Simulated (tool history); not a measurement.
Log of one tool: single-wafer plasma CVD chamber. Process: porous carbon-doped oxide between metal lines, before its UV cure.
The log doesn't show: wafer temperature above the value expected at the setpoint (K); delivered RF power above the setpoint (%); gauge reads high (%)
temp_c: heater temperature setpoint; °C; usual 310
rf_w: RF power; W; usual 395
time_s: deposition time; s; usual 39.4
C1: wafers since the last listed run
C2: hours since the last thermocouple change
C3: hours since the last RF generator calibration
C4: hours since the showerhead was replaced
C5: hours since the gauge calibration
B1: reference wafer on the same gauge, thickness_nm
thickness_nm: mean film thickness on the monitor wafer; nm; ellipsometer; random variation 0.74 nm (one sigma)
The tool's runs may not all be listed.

{"run": 1, "hour": 0.0, "temp_c": 310, "rf_w": 395, "time_s": 39.4, "C1": 0, "C2": 771.4, "C3": 1182.8, "C4": 6045.1, "C5": 2056.3, "B1": 143.055, "thickness_nm": 162.924}
{"hour": 19.7, "done": "gauge calibrated"}
{"run": 2, "hour": 70.5, "temp_c": 310, "rf_w": 395, "time_s": 39.4, "C1": 1312, "C2": 841.9, "C3": 1253.3, "C4": 6115.6, "C5": 50.8, "B1": 143.23, "thickness_nm": 162.988}
{"run": 3, "hour": 130.6, "temp_c": 310, "rf_w": 395, "time_s": 39.4, "C1": 1119, "C2": 902.0, "C3": 1313.4, "C4": 6175.7, "C5": 110.9, "B1": 142.851, "thickness_nm": 162.114}
{"run": 4, "hour": 170.5, "temp_c": 310, "rf_w": 395, "time_s": 39.4, "C1": 743, "C2": 941.9, "C3": 1353.3, "C4": 6215.6, "C5": 150.8, "B1": 142.978, "thickness_nm": 163.164}
{"run": 5, "hour": 226.4, "temp_c": 310, "rf_w": 395, "time_s": 39.4, "C1": 1040, "C2": 997.8, "C3": 1409.2, "C4": 6271.5, "C5": 206.7, "B1": 143.009, "thickness_nm": 161.515}
{"run": 6, "hour": 277.1, "temp_c": 310, "rf_w": 395, "time_s": 39.4, "C1": 944, "C2": 1048.5, "C3": 1459.9, "C4": 6322.2, "C5": 257.4, "B1": 143.178, "thickness_nm": 162.573}
{"run": 7, "hour": 346.4, "temp_c": 310, "rf_w": 395, "time_s": 39.4, "C1": 1290, "C2": 1117.8, "C3": 1529.2, "C4": 6391.5, "C5": 326.7, "B1": 143.083, "thickness_nm": 162.41}
{"run": 8, "hour": 403.0, "temp_c": 310, "rf_w": 395, "time_s": 39.4, "C1": 1054, "C2": 1174.4, "C3": 1585.8, "C4": 6448.1, "C5": 383.3, "B1": 142.958, "thickness_nm": 163.458}
{"run": 9, "hour": 474.6, "temp_c": 310, "rf_w": 395, "time_s": 39.4, "C1": 1333, "C2": 1246.0, "C3": 1657.4, "C4": 6519.7, "C5": 454.9, "B1": 142.988, "thickness_nm": 162.693}
{"hour": 494.1, "done": "thermocouple changed; heater temperature recalibrated"}
{"run": 10, "hour": 513.3, "temp_c": 310, "rf_w": 395, "time_s": 39.4, "C1": 571, "C2": 19.2, "C3": 1696.1, "C4": 6558.4, "C5": 493.6, "B1": 143.106, "thickness_nm": 160.655}
{"run": 11, "hour": 555.5, "temp_c": 310, "rf_w": 395, "time_s": 39.4, "C1": 785, "C2": 61.4, "C3": 1738.3, "C4": 6600.6, "C5": 535.8, "B1": 143.076, "thickness_nm": 160.111}
{"run": 12, "hour": 618.0, "temp_c": 310, "rf_w": 395, "time_s": 41.4, "C1": 1163, "C2": 123.9, "C3": 1800.8, "C4": 6663.1, "C5": 598.3, "B1": 143.349, "thickness_nm": 167.162}
{"run": 13, "hour": 662.8, "temp_c": 324, "rf_w": 395, "time_s": 34.1, "C1": 834, "C2": 168.7, "C3": 1845.6, "C4": 6707.9, "C5": 643.1, "B1": 142.912, "thickness_nm": 128.947}
{"run": 14, "hour": 701.0, "temp_c": 323, "rf_w": 355, "time_s": 39.4, "C1": 711, "C2": 206.9, "C3": 1883.8, "C4": 6746.1, "C5": 681.3, "B1": 143.1, "thickness_nm": 136.251}
{"run": 15, "hour": 754.5, "temp_c": 303, "rf_w": 435, "time_s": 33.2, "C1": 996, "C2": 260.4, "C3": 1937.3, "C4": 6799.6, "C5": 734.8, "B1": 142.88, "thickness_nm": 150.864}
{"run": 16, "hour": 801.8, "temp_c": 298, "rf_w": 420, "time_s": 43.3, "C1": 880, "C2": 307.7, "C3": 1984.6, "C4": 6846.9, "C5": 782.1, "B1": 142.989, "thickness_nm": 196.104}
{"run": 17, "hour": 829.4, "temp_c": 323, "rf_w": 365, "time_s": 35.0, "C1": 513, "C2": 335.3, "C3": 2012.2, "C4": 6874.5, "C5": 809.7, "B1": 143.149, "thickness_nm": 123.817}
{"run": 18, "hour": 872.2, "temp_c": 310, "rf_w": 395, "time_s": 39.4, "C1": 797, "C2": 378.1, "C3": 2055.0, "C4": 6917.3, "C5": 852.5, "B1": 143.022, "thickness_nm": 158.794}
{"hour": 945.8, "done": "showerhead replaced"}
{"hour": 946.8, "done": "RF generator calibrated"}
{"run": 19, "hour": 947.3, "temp_c": 310, "rf_w": 395, "time_s": 39.4, "C1": 1230, "C2": 453.2, "C3": 0.5, "C4": 1.5, "C5": 927.6, "B1": 143.031, "thickness_nm": 159.043}
{"hour": 963.3, "done": "thermocouple changed; heater temperature recalibrated, repeated, since the last time left the tool worse"}
{"run": 20, "hour": 970.3, "temp_c": 320, "rf_w": 395, "time_s": 39.4, "C1": 279, "C2": 7.0, "C3": 23.5, "C4": 24.5, "C5": 950.6, "B1": 142.999, "thickness_nm": 155.728}
{"run": 21, "hour": 1022.1, "temp_c": 314, "rf_w": 395, "time_s": 39.4, "C1": 964, "C2": 58.8, "C3": 75.3, "C4": 76.3, "C5": 1002.4, "B1": 143.116, "thickness_nm": 161.77}
{"run": 22, "hour": 1066.7, "temp_c": 323, "rf_w": 370, "time_s": 44.2, "C1": 830, "C2": 103.4, "C3": 119.9, "C4": 120.9, "C5": 1047.0, "B1": 142.991, "thickness_nm": 163.934}
{"run": 23, "hour": 1135.1, "temp_c": 305, "rf_w": 465, "time_s": 39.4, "C1": 1273, "C2": 171.8, "C3": 188.3, "C4": 189.3, "C5": 1115.4, "B1": 142.997, "thickness_nm": 194.447}
{"run": 24, "hour": 1171.9, "temp_c": 310, "rf_w": 395, "time_s": 39.4, "C1": 685, "C2": 208.6, "C3": 225.1, "C4": 226.1, "C5": 1152.2, "B1": 142.793, "thickness_nm": 165.584}
{"run": 25, "hour": 1231.0, "temp_c": 318, "rf_w": 355, "time_s": 45.7, "C1": 1100, "C2": 267.7, "C3": 284.2, "C4": 285.2, "C5": 1211.3, "B1": 142.976, "thickness_nm": 165.359}
{"run": 26, "hour": 1419.6, "temp_c": 310, "rf_w": 395, "time_s": 39.4, "C1": 3512, "C2": 456.3, "C3": 472.8, "C4": 473.8, "C5": 1399.9, "B1": 143.321, "thickness_nm": 163.837}
{"run": 27, "hour": 1455.2, "temp_c": 310, "rf_w": 395, "time_s": 32.4, "C1": 662, "C2": 491.9, "C3": 508.4, "C4": 509.4, "C5": 1435.5, "B1": 143.054, "thickness_nm": 135.449}
{"run": 28, "hour": 1512.3, "temp_c": 310, "rf_w": 395, "time_s": 35.7, "C1": 1063, "C2": 549.0, "C3": 565.5, "C4": 566.5, "C5": 1492.6, "B1": 142.83, "thickness_nm": 149.248}
{"run": 29, "hour": 1557.9, "temp_c": 310, "rf_w": 350, "time_s": 36.9, "C1": 849, "C2": 594.6, "C3": 611.1, "C4": 612.1, "C5": 1538.2, "B1": 143.198, "thickness_nm": 138.693}
{"run": 30, "hour": 1618.6, "temp_c": 310, "rf_w": 435, "time_s": 39.4, "C1": 1130, "C2": 655.3, "C3": 671.8, "C4": 672.8, "C5": 1598.9, "B1": 142.948, "thickness_nm": 177.146}
{"run": 31, "hour": 1677.1, "temp_c": 322, "rf_w": 395, "time_s": 34.3, "C1": 1089, "C2": 713.8, "C3": 730.3, "C4": 731.3, "C5": 1657.4, "B1": 143.209, "thickness_nm": 135.333}
{"run": 32, "hour": 1787.6, "temp_c": 316, "rf_w": 435, "time_s": 34.3, "C1": 2057, "C2": 824.3, "C3": 840.8, "C4": 841.8, "C5": 1767.9, "B1": 142.918, "thickness_nm": 150.119}
{"run": 33, "hour": 1825.2, "temp_c": 310, "rf_w": 395, "time_s": 39.4, "C1": 700, "C2": 861.9, "C3": 878.4, "C4": 879.4, "C5": 1805.5, "B1": 143.12, "thickness_nm": 163.152}
{"run": 34, "hour": 1876.7, "temp_c": 324, "rf_w": 395, "time_s": 39.4, "C1": 959, "C2": 913.4, "C3": 929.9, "C4": 930.9, "C5": 1857.0, "B1": 142.908, "thickness_nm": 151.565}

How the hidden state differs across the entries between the runs, from the last listed run before each to the first after it:
Between runs 1 and 2: gauge calibrated (hour 19.7)
  wafer temperature above the value expected at the setpoint (K): 2.33 -> 2.54
  measured less the result without the state, thickness_nm: -2.040 -> -2.225 nm
Between runs 9 and 10: thermocouple changed; heater temperature recalibrated (hour 494.1)
  wafer temperature above the value expected at the setpoint (K): 3.74 -> 6.48
  measured less the result without the state, thickness_nm: -3.279 -> -5.616 nm
Between runs 18 and 19: showerhead replaced (hour 945.8); RF generator calibrated (hour 946.8)
  wafer temperature above the value expected at the setpoint (K): 7.55 -> 7.77
  measured less the result without the state, thickness_nm: -6.475 -> -6.678 nm
Between runs 19 and 20: thermocouple changed; heater temperature recalibrated, repeated, since the last time left the tool worse (hour 963.3)
  wafer temperature above the value expected at the setpoint (K): 7.77 -> -0.00521
  measured less the result without the state, thickness_nm: -6.678 -> +0.005 nm
